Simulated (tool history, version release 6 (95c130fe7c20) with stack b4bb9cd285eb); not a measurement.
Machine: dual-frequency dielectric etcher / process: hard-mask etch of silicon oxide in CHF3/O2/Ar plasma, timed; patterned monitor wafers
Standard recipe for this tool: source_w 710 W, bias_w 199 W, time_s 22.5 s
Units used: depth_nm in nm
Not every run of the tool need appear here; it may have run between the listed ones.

run	day	source_w	bias_w	time_s	wafers since the last listed run	hours since the last wet clean	hours since the last source power generator calibration	hours since the last bias power generator calibration	hours since the last upper electrode change	hours since the gauge calibration	read-back reference wafer on the same gauge, depth_nm	depth_nm
1	0.000	570	199	22.5	0	345.2	1718.3	824.4	3102.5	684.1	63.77	50.66
2	2.817	570	199	22.5	1143	412.8	1785.9	892.0	3170.1	751.7	63.74	50.82
# day 6.458: wet clean of the chamber
3	6.704	570	199	22.5	1171	5.9	1879.2	985.3	3263.4	845.0	63.57	50.73
4	10.129	710	199	22.5	1390	88.1	1961.4	1067.5	3345.6	927.2	63.54	54.51
5	11.642	710	199	22.5	613	124.4	1997.7	1103.8	3381.9	963.5	63.46	54.35
6	13.175	710	199	22.5	622	161.2	2034.5	1140.6	3418.7	1000.3	63.50	54.61
# day 18.396: upper electrode replaced
7	18.417	710	199	22.5	1721	287.0	2160.3	1266.4	0.5	1126.1	63.33	53.90
8	21.254	710	199	22.5	1151	355.1	2228.4	1334.5	68.6	1194.2	63.47	53.83
9	25.054	710	210	22.5	1542	446.3	2319.6	1425.7	159.8	1285.4	63.34	54.72
# day 27.046: wet clean of the chamber
10	27.067	710	210	22.5	410	0.5	2367.9	1474.0	208.1	1333.7	63.26	55.61
11	29.121	710	210	22.5	833	49.8	2417.2	1523.3	257.4	1383.0	63.32	55.39
12	31.696	600	199	22.5	1045	111.6	2479.0	1585.1	319.2	1444.8	63.27	50.83
# day 33.196: bias power generator calibrated
# day 35.629: source power generator calibrated
13	35.650	620	175	25.0	1469	206.5	0.5	58.9	414.1	1539.7	63.20	53.84
14	39.146	770	220	29.0	1418	290.4	84.4	142.8	498.0	1623.6	63.09	74.63
15	41.621	710	210	22.5	1004	349.8	143.8	202.2	557.4	1683.0	63.04	55.32
16	44.683	810	199	22.5	1242	423.3	217.3	275.7	630.9	1756.5	62.95	55.59
# day 50.050: wet clean of the chamber
17	50.071	540	155	18.5	1780	0.5	346.6	405.0	760.2	1885.8	62.94	35.48
18	53.162	810	199	19.0	1254	74.7	420.8	479.2	834.4	1960.0	62.72	46.80
# day 54.304: gauge calibrated
19	56.825	710	199	22.5	1486	162.6	508.7	567.1	922.3	60.5	64.30	54.81

Run 20, settings as shown, results not yet in. Your forecast:
20	59.979	600	167	29.5	1280	238.3	584.4	642.8	998.0	136.2	?	?

{"run 20": {"read-back reference wafer on the same gauge, depth_nm": 64.11, "depth_nm": 61.64}}
Had the tool carried no hidden state, the very same run would have given depth_nm 61.69 nm.
